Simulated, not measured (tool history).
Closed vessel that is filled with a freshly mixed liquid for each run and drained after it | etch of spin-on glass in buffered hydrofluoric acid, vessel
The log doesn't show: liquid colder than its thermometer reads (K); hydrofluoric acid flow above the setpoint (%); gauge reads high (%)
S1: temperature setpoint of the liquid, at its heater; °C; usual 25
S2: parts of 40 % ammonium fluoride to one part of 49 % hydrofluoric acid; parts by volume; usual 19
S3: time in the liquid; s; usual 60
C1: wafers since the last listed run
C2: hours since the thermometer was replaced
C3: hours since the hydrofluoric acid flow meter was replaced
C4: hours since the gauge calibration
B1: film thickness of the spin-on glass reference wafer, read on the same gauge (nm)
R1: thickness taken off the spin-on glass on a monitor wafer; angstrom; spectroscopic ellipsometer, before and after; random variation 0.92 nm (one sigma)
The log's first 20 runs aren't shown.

run     day    S1    S2  S3    C1     C2     C3      C4     B1      R1
 21  35.708  21.5  23.5  75  5940  289.8  230.7     486  59.99    1056
 22  38.117    22  26.5  40  7821  347.6  288.5   543.8  60.04   534.2
 23  40.033  26.5    19  60  6224  393.6  334.5   589.8  59.98  1306.6
 24  41.212  20.5  24.5  80  3829  421.9  362.8   618.1  60.02  1034.7
 25  43.583    22    25  45  7699  478.8  419.7     675  60.02   623.7
 26  46.142  20.5    19  60  8308  540.2  481.1   736.4  60.04   930.4
 27  48.308    25    19  75  7036  592.2  533.1   788.4     60    1493
     50.812  -- hydrofluoric acid flow meter replaced
 28  50.871    25  15.5  60  8187  653.7    1.4   849.9  60.03  1436.7
 29  52.458    25    19  90  5155  691.8   39.5     888  59.97  1794.7
 30  54.071    25    19  60  5237  730.5   78.2   926.7  59.99  1189.8
 31  56.642    25    19  60  8349  792.2  139.9   988.4     60  1195.1
 32  57.804    25    19  60  3775  820.1  167.8  1016.3  60.04    1182
 33  59.883  21.5    19  80  6752    870  217.7  1066.2     60  1304.9
 34  62.571    25    21  60  8728  934.5  282.2  1130.7  60.02  1084.1

3 ways to go on from here, each from the tool as it stands after run 34. What would each give?
  A  62.6    25  25.5  60  94  935.2  282.9  1131.4   ?   ?
  B  62.6  27.5    19  90  94  935.2  282.9  1131.4   ?   ?
  C  62.6    25  13.5  60  94  935.2  282.9  1131.4   ?   ?

run  B1      R1
  A  60   964.1
  B  60  2058.8
  C  60  1677.5
Without the tool's hidden state the same runs would have given:
run      R1
  A  1002.8
  B  2139.9
  C  1744.4

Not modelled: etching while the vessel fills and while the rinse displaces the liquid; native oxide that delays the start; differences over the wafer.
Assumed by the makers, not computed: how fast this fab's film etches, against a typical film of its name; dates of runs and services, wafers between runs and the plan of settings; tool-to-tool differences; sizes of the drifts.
